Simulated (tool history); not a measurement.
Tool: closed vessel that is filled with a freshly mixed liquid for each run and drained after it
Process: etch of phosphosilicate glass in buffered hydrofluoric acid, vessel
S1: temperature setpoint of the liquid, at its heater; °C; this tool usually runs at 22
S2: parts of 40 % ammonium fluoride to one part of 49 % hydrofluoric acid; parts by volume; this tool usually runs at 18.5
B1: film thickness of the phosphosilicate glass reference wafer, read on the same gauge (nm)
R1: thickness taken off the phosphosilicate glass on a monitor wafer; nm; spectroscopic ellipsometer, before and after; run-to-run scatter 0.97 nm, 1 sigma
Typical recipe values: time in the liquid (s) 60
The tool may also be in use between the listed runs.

Run 1, hour 0: usual settings; B1 30. Result: R1 242.38 nm.
Run 2, hour 22.6: usual settings; B1 29.99. Result: R1 245.08 nm.
Run 3, hour 39.4: usual settings; B1 29.97. Result: R1 243.92 nm.
Run 4, hour 58.2: usual settings but S2 20 parts by volume; B1 29.98. Result: R1 224.89 nm.
Run 5, hour 94.1: usual settings but S2 20 parts by volume; B1 30.01. Result: R1 225.09 nm.
Run 6, hour 110.1: usual settings but S2 20 parts by volume; B1 30. Result: R1 224.83 nm.
Run 7, hour 127.7: usual settings; B1 29.99. Result: R1 244.18 nm.
Run 8, hour 160.2: usual settings; B1 30. Result: R1 242.8 nm.
Run 9, hour 189.1: usual settings; B1 30.03. Result: R1 244.61 nm.
Run 10, hour 216.4: usual settings; B1 29.99. Result: R1 243.61 nm.
Run 11, hour 238.1: usual settings but S1 20.5 °C; B1 29.98. Result: R1 227.23 nm.
Run 12, hour 263.4: usual settings but S1 20.5 °C; B1 30.01. Result: R1 227.04 nm.
Run 13, hour 283.4: usual settings but S1 20.5 °C; B1 30.02. Result: R1 225.42 nm.
Run 14, hour 296: usual settings but S1 20 °C, S2 15.5 parts by volume; B1 29.98. Result: R1 261.44 nm.
Run 15, hour 319.3: usual settings but S1 18.5 °C, S2 11.5 parts by volume; B1 30.01. Result: R1 325.21 nm.
Run 16, hour 334.9: usual settings but S2 20 parts by volume; B1 29.98. Result: R1 226.92 nm.
Run 17, hour 350.5: usual settings but S1 18 °C, S2 16.5 parts by volume; B1 30.01. Result: R1 220.44 nm.
Run 18, hour 370.8: usual settings but S1 20.5 °C; B1 30.01. Result: R1 225.97 nm.
At hour 383.9: gauge calibrated.
Run 19, hour 386.5: usual settings but S1 23.5 °C, S2 14.5 parts by volume, time in the liquid (s) 30; B1 29.96. Result: R1 170.1 nm.
At hour 419.4: thermometer replaced.
Run 20, hour 421.8: usual settings but S1 20.5 °C, S2 13.5 parts by volume; B1 30.01. Result: R1 290.17 nm.
At hour 445.6: hydrofluoric acid flow meter replaced.
Run 21, hour 456.5: usual settings but S2 23 parts by volume; B1 30. Result: R1 195.62 nm.
Run 22, hour 476.6: usual settings but S1 17 °C, S2 22.5 parts by volume; B1 29.98. Result: R1 150.72 nm.
Run 23, hour 512.5: usual settings but S1 18 °C, S2 16.5 parts by volume, time in the liquid (s) 70; B1 29.98. Result: R1 245.97 nm.
Run 24, hour 543.3: usual settings but S1 25 °C; B1 30.02. Result: R1 273.43 nm.
Run 25, hour 567.1: usual settings but S1 26 °C, time in the liquid (s) 35; B1 30.01. Result: R1 170.66 nm.
Run 26, hour 590: usual settings but S1 25.5 °C, time in the liquid (s) 45; B1 30.02. Result: R1 212.73 nm.
Run 27, hour 610.5: usual settings but S1 20.5 °C, S2 22 parts by volume; B1 30. Result: R1 187.22 nm.

Alternative continuations, all from the tool just after run 27; predict every row:
Run A, hour 611.2: usual settings; B1 ?. Result: R1 ?.
Run B, hour 611.2: usual settings but S1 19.5 °C, S2 25 parts by volume; B1 ?. Result: R1 ?.
Run C, hour 611.2: usual settings but S1 25.5 °C, time in the liquid (s) 30; B1 ?. Result: R1 ?.
Run D, hour 611.2: usual settings but S1 20 °C, S2 23.5 parts by volume; B1 ?. Result: R1 ?.

run     B1      R1
  A  29.99   235.1
  B  29.99   162.3
  C  29.99  142.36
  D  29.99  174.22
With no hidden state in the tool, these same runs would have given:
run      R1
  A  232.25
  B   160.3
  C  140.67
  D  172.08
